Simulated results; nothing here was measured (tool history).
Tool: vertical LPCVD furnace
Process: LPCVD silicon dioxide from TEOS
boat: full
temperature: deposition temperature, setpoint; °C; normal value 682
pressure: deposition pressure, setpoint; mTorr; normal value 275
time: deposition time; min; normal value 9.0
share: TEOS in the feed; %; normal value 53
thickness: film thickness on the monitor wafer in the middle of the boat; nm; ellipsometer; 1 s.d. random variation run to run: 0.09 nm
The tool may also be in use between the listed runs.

run	hour	temperature	pressure	time	share	read-back reference wafer on the same gauge, thickness	thickness
1	0.0	682	275	9.0	53	35.92	37.41
2	45.7	682	275	10.5	53	35.91	43.69
3	111.4	682	275	9.0	53	35.91	37.56
4	202.8	682	275	9.0	53	35.86	37.50
5	309.6	682	295	9.0	53	35.91	38.72
# hour 360.0: thermocouples replaced and temperature profile calibrated
# hour 370.5: TEOS flow controller replaced
6	371.0	682	295	9.0	53	35.91	38.81
7	375.0	682	295	9.0	53	35.90	38.81
8	413.4	682	275	9.0	53	35.91	37.40
9	447.0	682	275	9.0	53	35.89	37.45
10	481.5	682	275	9.0	53	35.90	37.53
11	514.2	675	310	11.0	56	35.90	42.00
# hour 533.0: gauge calibrated
12	543.7	672	275	9.0	53	35.93	29.44
13	572.0	682	275	8.0	53	35.88	33.34
# hour 631.1: pressure gauge zeroed
14	631.6	682	220	9.0	53	35.89	32.64
15	673.9	671	275	9.0	45	35.93	25.66
16	725.6	682	275	5.5	63	35.92	24.20
17	758.4	689	275	9.0	53	35.91	43.07
18	825.7	690	305	9.0	53	35.90	46.43
19	882.9	682	275	10.5	53	35.91	42.56
20	915.3	675	310	11.0	56	35.90	41.06
21	979.5	675	295	10.0	62	35.89	38.54

Consider 4 possible next runs. They are alternatives, not a sequence: every one starts from the tool as it was left by run 21. What does each give?
A	983.5	682	275	9.0	53	?	?
B	983.5	682	295	11.0	53	?	?
C	983.5	689	275	11.5	53	?	?
D	983.5	682	275	6.0	45	?	?

run	read-back reference wafer on the same gauge, thickness	thickness
A	35.89	36.58
B	35.89	46.29
C	35.89	55.29
D	35.89	22.47
The same runs, with their run-to-run variation unchanged, on a tool lacking any hidden condition would have given:
run	thickness
A	36.37
B	46.04
C	54.96
D	22.34
